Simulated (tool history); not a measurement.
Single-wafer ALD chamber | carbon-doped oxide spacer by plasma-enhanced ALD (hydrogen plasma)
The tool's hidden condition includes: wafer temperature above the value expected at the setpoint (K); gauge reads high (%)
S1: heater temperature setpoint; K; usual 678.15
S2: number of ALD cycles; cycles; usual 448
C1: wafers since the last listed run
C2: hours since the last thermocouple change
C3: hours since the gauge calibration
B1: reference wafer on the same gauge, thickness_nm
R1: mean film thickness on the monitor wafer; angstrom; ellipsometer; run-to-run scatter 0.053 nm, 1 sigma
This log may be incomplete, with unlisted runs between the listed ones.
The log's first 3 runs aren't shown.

{"hour": 234.8, "done": "thermocouple changed; heater temperature recalibrated"}
{"run": 4, "hour": 295.8, "S1": 678.15, "S2": 448, "C1": 220, "C2": 61.0, "C3": 1467.2, "B1": 24.405, "R1": 213.53}
{"run": 5, "hour": 340.2, "S1": 678.15, "S2": 448, "C1": 48, "C2": 105.4, "C3": 1511.6, "B1": 24.412, "R1": 214.32}
{"run": 6, "hour": 407.9, "S1": 668.15, "S2": 482, "C1": 73, "C2": 173.1, "C3": 1579.3, "B1": 24.409, "R1": 233.27}
{"run": 7, "hour": 446.9, "S1": 678.15, "S2": 448, "C1": 42, "C2": 212.1, "C3": 1618.3, "B1": 24.395, "R1": 214.89}
{"run": 8, "hour": 512.0, "S1": 678.15, "S2": 448, "C1": 70, "C2": 277.2, "C3": 1683.4, "B1": 24.399, "R1": 215.96}
{"run": 9, "hour": 577.2, "S1": 678.15, "S2": 448, "C1": 70, "C2": 342.4, "C3": 1748.6, "B1": 24.36, "R1": 214.57}
{"run": 10, "hour": 645.1, "S1": 683.15, "S2": 504, "C1": 73, "C2": 410.3, "C3": 1816.5, "B1": 24.401, "R1": 237.96}
{"run": 11, "hour": 695.3, "S1": 683.15, "S2": 504, "C1": 54, "C2": 460.5, "C3": 1866.7, "B1": 24.402, "R1": 238.44}
{"run": 12, "hour": 738.9, "S1": 678.15, "S2": 448, "C1": 47, "C2": 504.1, "C3": 1910.3, "B1": 24.422, "R1": 215.6}
{"run": 13, "hour": 769.4, "S1": 678.15, "S2": 448, "C1": 33, "C2": 534.6, "C3": 1940.8, "B1": 24.386, "R1": 215.89}
{"run": 14, "hour": 866.6, "S1": 678.15, "S2": 448, "C1": 105, "C2": 631.8, "C3": 2038.0, "B1": 24.375, "R1": 216.18}
{"run": 15, "hour": 915.0, "S1": 678.15, "S2": 448, "C1": 52, "C2": 680.2, "C3": 2086.4, "B1": 24.391, "R1": 216.49}
{"run": 16, "hour": 966.0, "S1": 678.15, "S2": 481, "C1": 55, "C2": 731.2, "C3": 2137.4, "B1": 24.397, "R1": 231.51}
{"run": 17, "hour": 1027.0, "S1": 685.15, "S2": 424, "C1": 66, "C2": 792.2, "C3": 2198.4, "B1": 24.419, "R1": 200.44}
{"run": 18, "hour": 1072.9, "S1": 674.15, "S2": 448, "C1": 49, "C2": 838.1, "C3": 2244.3, "B1": 24.379, "R1": 216.15}
{"run": 19, "hour": 1127.3, "S1": 678.15, "S2": 487, "C1": 58, "C2": 892.5, "C3": 2298.7, "B1": 24.418, "R1": 235.83}
{"run": 20, "hour": 1227.2, "S1": 685.15, "S2": 489, "C1": 108, "C2": 992.4, "C3": 2398.6, "B1": 24.388, "R1": 230.63}
{"run": 21, "hour": 1269.3, "S1": 667.15, "S2": 412, "C1": 45, "C2": 1034.5, "C3": 2440.7, "B1": 24.393, "R1": 199.9}
{"run": 22, "hour": 1302.4, "S1": 667.15, "S2": 498, "C1": 35, "C2": 1067.6, "C3": 2473.8, "B1": 24.393, "R1": 241.97}
{"hour": 1358.7, "done": "thermocouple changed; heater temperature recalibrated"}
{"run": 23, "hour": 1359.2, "S1": 665.15, "S2": 470, "C1": 52, "C2": 0.5, "C3": 2530.6, "B1": 24.394, "R1": 228.61}
{"run": 24, "hour": 1383.5, "S1": 678.15, "S2": 448, "C1": 26, "C2": 24.8, "C3": 2554.9, "B1": 24.419, "R1": 216.92}
{"run": 25, "hour": 1446.5, "S1": 678.15, "S2": 448, "C1": 68, "C2": 87.8, "C3": 2617.9, "B1": 24.414, "R1": 217.16}

Estimate the outcome of run 26 from the log above:
{"run": 26, "hour": 1548.8, "S1": 688.15, "S2": 448, "C1": 110, "C2": 190.1, "C3": 2720.2, "B1": "?", "R1": "?"}

B1: 24.429
R1: 211.90 angstrom
Take away the tool's hidden state, keep the run-to-run variation as it was, and the same run would have given R1 206.71 angstrom.
